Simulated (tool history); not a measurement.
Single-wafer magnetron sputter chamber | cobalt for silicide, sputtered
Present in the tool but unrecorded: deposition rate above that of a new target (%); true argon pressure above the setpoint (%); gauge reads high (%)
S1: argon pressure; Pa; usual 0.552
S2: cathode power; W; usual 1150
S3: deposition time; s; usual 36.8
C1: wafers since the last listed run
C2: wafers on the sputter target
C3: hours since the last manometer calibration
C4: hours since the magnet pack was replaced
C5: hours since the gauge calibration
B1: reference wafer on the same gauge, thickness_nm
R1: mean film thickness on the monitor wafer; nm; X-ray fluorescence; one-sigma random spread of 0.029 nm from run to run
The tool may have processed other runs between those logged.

| run | hour | S1 | S2 | S3 | C1 | C2 | C3 | C4 | C5 | B1 | R1 |
|---|---|---|---|---|---|---|---|---|---|---|---|
| 1 | 0 | 0.552 | 1050 | 36.8 | 0 | 232 | 2227.8 | 9503.9 | 277.7 | 19.006 | 19.149 |
| 2 | 17.5 | 0.552 | 1050 | 36.8 | 500 | 732 | 2245.3 | 9521.4 | 295.2 | 18.998 | 19.167 |
| 3 | 53.2 | 0.552 | 1150 | 36.8 | 1020 | 1753 | 2281 | 9557.1 | 330.9 | 18.999 | 20.017 |
| 4 | 71.4 | 0.552 | 1150 | 36.8 | 520 | 2274 | 2299.2 | 9575.3 | 349.1 | 19.003 | 19.944 |
| 5 | 105.5 | 0.552 | 1150 | 36.8 | 975 | 3249 | 2333.3 | 9609.4 | 383.2 | 19.005 | 19.966 |
| 6 | 127.7 | 0.552 | 1150 | 36.8 | 634 | 3884 | 2355.5 | 9631.6 | 405.4 | 19.006 | 19.939 |
| 7 | 155.8 | 0.552 | 1150 | 36.8 | 803 | 4687 | 2383.6 | 9659.7 | 433.5 | 18.999 | 19.96 |
|  | 180.4 | capacitance manometer re-zeroed and calibrated |
| 8 | 180.9 | 0.552 | 1150 | 36.8 | 489 | 5176 | 0.5 | 9684.8 | 458.6 | 18.99 | 19.365 |
|  | 199 | sputter target and shields replaced |
| 9 | 211.6 | 0.552 | 1150 | 36.8 | 649 | 361 | 31.2 | 9715.5 | 489.3 | 18.996 | 19.545 |
| 10 | 234.6 | 0.552 | 1150 | 36.8 | 657 | 1019 | 54.2 | 9738.5 | 512.3 | 19.002 | 19.446 |
|  | 253.6 | gauge calibrated |
| 11 | 297.8 | 0.552 | 1150 | 36.8 | 1807 | 2826 | 117.4 | 9801.7 | 44.2 | 19 | 19.4 |
| 12 | 312.2 | 0.337 | 1050 | 42.6 | 411 | 3238 | 131.8 | 9816.1 | 58.6 | 19.003 | 23.011 |
|  | 335 | magnet pack replaced |
| 13 | 347 | 0.552 | 1150 | 36.8 | 766 | 4004 | 166.6 | 12 | 93.4 | 18.997 | 19.366 |
| 14 | 363.8 | 0.685 | 1000 | 36.8 | 480 | 4485 | 183.4 | 28.8 | 110.2 | 19.006 | 17.369 |
| 15 | 388.7 | 0.552 | 1150 | 36.8 | 712 | 5197 | 208.3 | 53.7 | 135.1 | 18.994 | 19.293 |
|  | 402 | sputter target and shields replaced |
| 16 | 413.9 | 0.552 | 950 | 36.8 | 491 | 340 | 233.5 | 78.9 | 160.3 | 18.999 | 17.858 |
| 17 | 426 | 0.342 | 1300 | 36.8 | 346 | 686 | 245.6 | 91 | 172.4 | 19.004 | 22.241 |
| 18 | 450 | 0.552 | 1400 | 41.4 | 686 | 1372 | 269.6 | 115 | 196.4 | 19.002 | 24.276 |
| 19 | 475.2 | 0.657 | 1250 | 44.1 | 720 | 2093 | 294.8 | 140.2 | 221.6 | 18.997 | 23.431 |
| 20 | 510.3 | 0.552 | 1150 | 36.8 | 1003 | 3097 | 329.9 | 175.3 | 256.7 | 19.001 | 19.368 |
| 21 | 527.5 | 0.73 | 1150 | 36.8 | 491 | 3589 | 347.1 | 192.5 | 273.9 | 19.009 | 18.272 |
| 22 | 545.7 | 0.657 | 1250 | 44.1 | 520 | 4109 | 365.3 | 210.7 | 292.1 | 18.993 | 23.471 |
| 23 | 579.7 | 0.375 | 900 | 41 | 972 | 5082 | 399.3 | 244.7 | 326.1 | 19.002 | 20.361 |

Measured result minus the same run's result without the hidden state. Both carry the same run-to-run variation, though not necessarily the same gauge scatter:
| run | R1 |
|---|---|
| 1 | +0.436 |
| 2 | +0.403 |
| 3 | +0.373 |
| 4 | +0.357 |
| 5 | +0.34 |
| 6 | +0.336 |
| 7 | +0.335 |
| 8 | -0.267 |
| 9 | -0.113 |
| 10 | -0.164 |
| 11 | -0.246 |
| 12 | -0.282 |
| 13 | -0.275 |
| 14 | -0.262 |
| 15 | -0.286 |
| 16 | -0.099 |
| 17 | -0.136 |
| 18 | -0.225 |
| 19 | -0.267 |
| 20 | -0.244 |
| 21 | -0.251 |
| 22 | -0.328 |
| 23 | -0.276 |

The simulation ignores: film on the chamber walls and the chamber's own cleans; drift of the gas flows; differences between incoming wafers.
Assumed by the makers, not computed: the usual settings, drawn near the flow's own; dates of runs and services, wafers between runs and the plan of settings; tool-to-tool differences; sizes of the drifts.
